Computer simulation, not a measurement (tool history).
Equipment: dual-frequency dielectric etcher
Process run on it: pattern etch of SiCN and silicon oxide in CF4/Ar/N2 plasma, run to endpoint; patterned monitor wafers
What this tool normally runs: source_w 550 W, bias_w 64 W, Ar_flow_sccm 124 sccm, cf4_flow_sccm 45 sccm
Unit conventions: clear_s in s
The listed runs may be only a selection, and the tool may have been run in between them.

| run | hour | source_w | bias_w | Ar_flow_sccm | cf4_flow_sccm | wafers since the last listed run | hours since the last wet clean | hours since the last source power generator calibration | hours since the last bias power generator calibration | hours since the last Ar flow controller change | hours since the last CF4 flow controller change | hours since the last upper electrode change | incoming incoming film thickness, nm | clear_s |
|---|---|---|---|---|---|---|---|---|---|---|---|---|---|---|
| 1 | 0 | 550 | 64 | 124 | 51 | 0 | 484.8 | 208 | 78.2 | 4204.4 | 3138.7 | 5212.6 | 13.33 | 13.9 |
| 2 | 17.4 | 480 | 64 | 154 | 45 | 228 | 502.2 | 225.4 | 95.6 | 4221.8 | 3156.1 | 5230 | 13.22 | 16.3 |
| 3 | 39.3 | 550 | 64 | 124 | 51 | 287 | 524.1 | 247.3 | 117.5 | 4243.7 | 3178 | 5251.9 | 13.38 | 13.9 |
| 4 | 63.4 | 550 | 64 | 124 | 45 | 316 | 548.2 | 271.4 | 141.6 | 4267.8 | 3202.1 | 5276 | 13.21 | 14 |
| 5 | 81 | 550 | 51 | 124 | 45 | 230 | 565.8 | 289 | 159.2 | 4285.4 | 3219.7 | 5293.6 | 13.17 | 16.1 |
|  | 146.3 | CF4 flow controller replaced |
|  | 178.6 | wet clean of the chamber |
| 6 | 180.1 | 550 | 51 | 124 | 51 | 906 | 1.5 | 388.1 | 258.3 | 4384.5 | 33.8 | 5392.7 | 13.32 | 16 |
| 7 | 198.1 | 550 | 64 | 124 | 45 | 236 | 19.5 | 406.1 | 276.3 | 4402.5 | 51.8 | 5410.7 | 13.39 | 14.4 |
| 8 | 216.9 | 550 | 64 | 124 | 37 | 246 | 38.3 | 424.9 | 295.1 | 4421.3 | 70.6 | 5429.5 | 13.37 | 14.5 |
| 9 | 241.9 | 550 | 72 | 98 | 45 | 328 | 63.3 | 449.9 | 320.1 | 4446.3 | 95.6 | 5454.5 | 13.2 | 12.6 |
|  | 272.5 | Ar flow controller replaced |
|  | 291.8 | upper electrode replaced |
| 10 | 292.3 | 500 | 64 | 124 | 45 | 330 | 113.7 | 500.3 | 370.5 | 19.8 | 146 | 0.5 | 13.32 | 15.5 |
| 11 | 362.3 | 550 | 64 | 124 | 45 | 918 | 183.7 | 570.3 | 440.5 | 89.8 | 216 | 70.5 | 13.54 | 14.4 |
| 12 | 378.7 | 550 | 70 | 124 | 45 | 215 | 200.1 | 586.7 | 456.9 | 106.2 | 232.4 | 86.9 | 13.31 | 13.3 |
| 13 | 395.5 | 680 | 75 | 124 | 41 | 220 | 216.9 | 603.5 | 473.7 | 123 | 249.2 | 103.7 | 13.27 | 10.8 |
| 14 | 418.3 | 590 | 71 | 98 | 37 | 299 | 239.7 | 626.3 | 496.5 | 145.8 | 272 | 126.5 | 13.32 | 12.3 |
| 15 | 451.1 | 650 | 57 | 110 | 52 | 430 | 272.5 | 659.1 | 529.3 | 178.6 | 304.8 | 159.3 | 13.21 | 12.4 |
| 16 | 479.8 | 550 | 64 | 124 | 39 | 376 | 301.2 | 687.8 | 558 | 207.3 | 333.5 | 188 | 13.28 | 14.4 |
| 17 | 512.9 | 550 | 64 | 124 | 45 | 434 | 334.3 | 720.9 | 591.1 | 240.4 | 366.6 | 221.1 | 13.39 | 14.1 |
| 18 | 538 | 660 | 57 | 135 | 45 | 329 | 359.4 | 746 | 616.2 | 265.5 | 391.7 | 246.2 | 13.21 | 13 |
| 19 | 603.8 | 510 | 53 | 149 | 48 | 863 | 425.2 | 811.8 | 682 | 331.3 | 457.5 | 312 | 13.33 | 17.6 |
| 20 | 639.5 | 490 | 56 | 124 | 45 | 468 | 460.9 | 847.5 | 717.7 | 367 | 493.2 | 347.7 | 13.35 | 17 |
| 21 | 674.6 | 550 | 64 | 124 | 45 | 460 | 496 | 882.6 | 752.8 | 402.1 | 528.3 | 382.8 | 13.37 | 14.1 |
| 22 | 691.6 | 620 | 49 | 152 | 54 | 223 | 513 | 899.6 | 769.8 | 419.1 | 545.3 | 399.8 | 13.23 | 14.9 |
| 23 | 708.6 | 550 | 64 | 111 | 42 | 223 | 530 | 916.6 | 786.8 | 436.1 | 562.3 | 416.8 | 13.3 | 13.9 |
| 24 | 736.4 | 590 | 64 | 109 | 49 | 364 | 557.8 | 944.4 | 814.6 | 463.9 | 590.1 | 444.6 | 13.34 | 12.6 |

Branching from run 24: 4 alternative next runs. What would each branch give?
| A | 736.8 | 550 | 64 | 124 | 50 | 5 | 558.2 | 944.8 | 815 | 464.3 | 590.5 | 445 | 13.32 | ? |
| B | 736.8 | 610 | 64 | 124 | 45 | 5 | 558.2 | 944.8 | 815 | 464.3 | 590.5 | 445 | 13.32 | ? |
| C | 736.8 | 550 | 55 | 124 | 45 | 5 | 558.2 | 944.8 | 815 | 464.3 | 590.5 | 445 | 13.32 | ? |
| D | 736.8 | 610 | 69 | 124 | 45 | 5 | 558.2 | 944.8 | 815 | 464.3 | 590.5 | 445 | 13.32 | ? |

| run | clear_s |
|---|---|
| A | 13.7 |
| B | 12.7 |
| C | 15.2 |
| D | 12.1 |
Take away the tool's hidden state, keep each run's random variation, and the runs would have read:
| run | clear_s |
|---|---|
| A | 13.7 |
| B | 12.7 |
| C | 15.2 |
| D | 12.1 |
